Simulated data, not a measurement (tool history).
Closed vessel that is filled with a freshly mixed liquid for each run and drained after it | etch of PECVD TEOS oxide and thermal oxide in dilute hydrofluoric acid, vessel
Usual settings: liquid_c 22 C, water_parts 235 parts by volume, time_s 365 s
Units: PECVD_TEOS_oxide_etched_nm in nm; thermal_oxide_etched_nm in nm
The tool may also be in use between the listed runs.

| run | hour | liquid_c | water_parts | time_s | wafers since the last listed run | hours since the thermometer was replaced | hours since the hydrofluoric acid flow meter was replaced | hours since the gauge calibration | read-back film thickness of the PECVD TEOS oxide reference wafer, read on the same gauge (nm) | read-back film thickness of the thermal oxide reference wafer, read on the same gauge (nm) | PECVD_TEOS_oxide_etched_nm | thermal_oxide_etched_nm |
|---|---|---|---|---|---|---|---|---|---|---|---|---|
| 1 | 0 | 22 | 235 | 365 | 0 | 0.8 | 765.4 | 791.8 | 120.03 | 100.03 | 25.4 | 5.75 |
|  | 152.1 | hydrofluoric acid flow meter replaced |
| 2 | 204.3 | 22 | 235 | 470 | 10330 | 205.1 | 52.2 | 996.1 | 120.01 | 100.02 | 32.63 | 7.35 |
| 3 | 298.4 | 22 | 235 | 470 | 4781 | 299.2 | 146.3 | 1090.2 | 119.99 | 100.03 | 32.74 | 7.41 |
| 4 | 351.6 | 22 | 235 | 435 | 2703 | 352.4 | 199.5 | 1143.4 | 120.02 | 100.02 | 30.19 | 6.85 |
| 5 | 452.7 | 22 | 235 | 435 | 5137 | 453.5 | 300.6 | 1244.5 | 120.01 | 99.99 | 30.26 | 6.72 |
| 6 | 553.8 | 22 | 235 | 365 | 5137 | 554.6 | 401.7 | 1345.6 | 120.03 | 100.03 | 25.49 | 5.68 |
| 7 | 616.7 | 22 | 235 | 365 | 3196 | 617.5 | 464.6 | 1408.5 | 120.01 | 100.01 | 25.4 | 5.72 |
|  | 680.3 | gauge calibrated |
| 8 | 699.3 | 23 | 235 | 365 | 4197 | 700.1 | 547.2 | 19 | 119.99 | 100 | 26.34 | 5.88 |
| 9 | 769.6 | 23 | 235 | 365 | 3572 | 770.4 | 617.5 | 89.3 | 120.01 | 99.99 | 26.29 | 5.83 |
| 10 | 830.9 | 23 | 235 | 365 | 3114 | 831.7 | 678.8 | 150.6 | 120 | 99.97 | 26.34 | 5.9 |
| 11 | 876.2 | 22 | 235 | 365 | 2301 | 877 | 724.1 | 195.9 | 120 | 100 | 25.46 | 5.67 |
| 12 | 934.8 | 22 | 305 | 480 | 2977 | 935.6 | 782.7 | 254.5 | 120.01 | 100.03 | 23.94 | 5.51 |
| 13 | 978.5 | 18.5 | 235 | 565 | 2220 | 979.3 | 826.4 | 298.2 | 120 | 100 | 34.44 | 7.71 |
|  | 1021.6 | hydrofluoric acid flow meter replaced |
| 14 | 1043.6 | 22 | 200 | 440 | 3257 | 1044.4 | 22 | 363.3 | 120.01 | 100 | 37.29 | 8.44 |
| 15 | 1136.7 | 22 | 200 | 440 | 4730 | 1137.5 | 115.1 | 456.4 | 120 | 99.97 | 37.23 | 8.43 |
|  | 1142 | thermometer replaced |
| 16 | 1225.7 | 18.5 | 235 | 505 | 4471 | 83.7 | 204.1 | 545.4 | 120 | 99.99 | 30.7 | 6.95 |
| 17 | 1290.5 | 22 | 145 | 365 | 3292 | 148.5 | 268.9 | 610.2 | 120 | 100 | 45.06 | 10.1 |
| 18 | 1397.8 | 22 | 235 | 365 | 5452 | 255.8 | 376.2 | 717.5 | 120.02 | 100.01 | 25.51 | 5.68 |
| 19 | 1490.4 | 17 | 130 | 300 | 4705 | 348.4 | 468.8 | 810.1 | 120.01 | 100 | 34.63 | 7.83 |
| 20 | 1584 | 22 | 235 | 365 | 4756 | 442 | 562.4 | 903.7 | 120.01 | 100.01 | 25.4 | 5.68 |

Forecast each of these 3 alternatives for the next run:
| A | 1584.8 | 22 | 235 | 365 | 40 | 442.8 | 563.2 | 904.5 | ? | ? | ? | ? |
| B | 1584.8 | 23.5 | 235 | 365 | 40 | 442.8 | 563.2 | 904.5 | ? | ? | ? | ? |
| C | 1584.8 | 26.5 | 235 | 365 | 40 | 442.8 | 563.2 | 904.5 | ? | ? | ? | ? |

| run | read-back film thickness of the PECVD TEOS oxide reference wafer, read on the same gauge (nm) | read-back film thickness of the thermal oxide reference wafer, read on the same gauge (nm) | PECVD_TEOS_oxide_etched_nm | thermal_oxide_etched_nm |
|---|---|---|---|---|
| A | 120.03 | 100.03 | 25.33 | 5.77 |
| B | 120.03 | 100.03 | 26.76 | 6.09 |
| C | 120.03 | 100.03 | 29.79 | 6.78 |
Without the tool's hidden state the same runs would have given:
| run | PECVD_TEOS_oxide_etched_nm | thermal_oxide_etched_nm |
|---|---|---|
| A | 25.33 | 5.77 |
| B | 26.76 | 6.09 |
| C | 29.79 | 6.78 |

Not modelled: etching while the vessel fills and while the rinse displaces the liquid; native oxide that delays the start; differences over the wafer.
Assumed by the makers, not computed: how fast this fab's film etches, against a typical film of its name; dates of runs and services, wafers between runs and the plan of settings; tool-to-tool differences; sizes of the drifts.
